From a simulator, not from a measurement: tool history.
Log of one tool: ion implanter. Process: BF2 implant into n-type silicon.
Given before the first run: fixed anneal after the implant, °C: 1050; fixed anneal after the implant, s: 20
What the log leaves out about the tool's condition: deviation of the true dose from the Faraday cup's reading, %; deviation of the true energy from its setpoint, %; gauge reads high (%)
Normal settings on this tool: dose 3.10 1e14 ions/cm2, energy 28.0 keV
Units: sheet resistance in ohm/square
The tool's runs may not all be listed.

run,hour,dose,energy,wafers since the last listed run,hours since the last dose calibration,hours since the extraction supply was calibrated,hours since the gauge calibration,"read-back reference wafer on the same gauge, sheet resistance",sheet resistance
1,0.0,3.10,28.0,0,377.0,2820.6,367.6,280.11,347.37
2,40.7,3.10,28.0,958,417.7,2861.3,408.3,280.22,345.71
3,82.6,3.10,28.0,986,459.6,2903.2,450.2,279.93,345.19
4,128.0,2.61,28.0,1068,505.0,2948.6,495.6,280.19,399.23
5,167.8,2.61,28.0,937,544.8,2988.4,535.4,279.99,401.11
6,238.4,3.10,28.0,1662,615.4,3059.0,606.0,279.87,348.61
7,310.0,3.10,28.0,1685,687.0,3130.6,677.6,280.03,348.95
8,334.9,3.10,28.0,586,711.9,3155.5,702.5,279.86,349.98
9,403.8,3.10,28.0,1622,780.8,3224.4,771.4,279.89,349.16
10,442.4,3.10,28.0,908,819.4,3263.0,810.0,279.68,349.54
11,506.2,3.10,28.0,1502,883.2,3326.8,873.8,280.08,347.68
# hour 562.4: gauge calibrated
12,576.1,3.10,28.0,1645,953.1,3396.7,13.7,279.76,346.94
13,605.5,3.34,28.0,692,982.5,3426.1,43.1,280.47,327.90
14,637.2,3.34,28.0,746,1014.2,3457.8,74.8,280.19,326.81
15,663.1,3.10,31.5,609,1040.1,3483.7,100.7,279.80,346.28
16,718.9,2.27,18.5,1313,1095.9,3539.5,156.5,279.72,474.41
17,789.3,2.52,24.0,1657,1166.3,3609.9,226.9,279.76,424.24
18,843.2,3.75,22.5,1269,1220.2,3663.8,280.8,280.15,303.14
# hour 882.7: Faraday cup replaced and dose calibrated
19,908.4,3.10,28.0,1346,25.7,3729.0,346.0,280.04,344.63
20,941.6,3.10,35.0,781,58.9,3762.2,379.2,280.17,338.27
21,996.0,3.64,32.0,1280,113.3,3816.6,433.6,279.99,298.24
22,1036.4,3.10,28.0,951,153.7,3857.0,474.0,279.95,343.10
# hour 1049.9: extraction supply calibrated
23,1086.6,2.66,21.0,993,203.9,36.7,524.2,280.12,404.75
24,1131.6,2.40,35.0,1059,248.9,81.7,569.2,280.38,424.35
25,1170.1,3.10,28.0,906,287.4,120.2,607.7,280.00,344.85
26,1223.4,3.99,20.0,1254,340.7,173.5,661.0,279.74,289.57
27,1252.5,3.10,31.5,685,369.8,202.6,690.1,279.70,342.42
28,1281.3,3.10,24.0,678,398.6,231.4,718.9,279.61,352.07
29,1307.7,2.73,20.5,621,425.0,257.8,745.3,280.18,397.37
30,1373.9,3.10,32.0,1558,491.2,324.0,811.5,280.42,347.03
31,1439.6,3.10,28.0,1546,556.9,389.7,877.2,280.25,347.69

How the hidden state differs across the entries between the runs, from the last listed run before each to the first after it:
Between runs 11 and 12: gauge calibrated (hour 562.4)
  deviation of the true dose from the Faraday cup's reading, %: -1.44 -> -1.58
  measured result minus the result with no hidden state, sheet resistance: +4.25 -> +4.67 ohm/square
Between runs 18 and 19: Faraday cup replaced and dose calibrated (hour 882.7)
  deviation of the true dose from the Faraday cup's reading, %: -2.14 -> 0.0772
  measured result minus the result with no hidden state, sheet resistance: +5.60 -> -0.22 ohm/square
Between runs 22 and 23: extraction supply calibrated (hour 1049.9)
  deviation of the true dose from the Faraday cup's reading, %: -0.192 -> -0.298
  measured result minus the result with no hidden state, sheet resistance: +0.56 -> +1.03 ohm/square
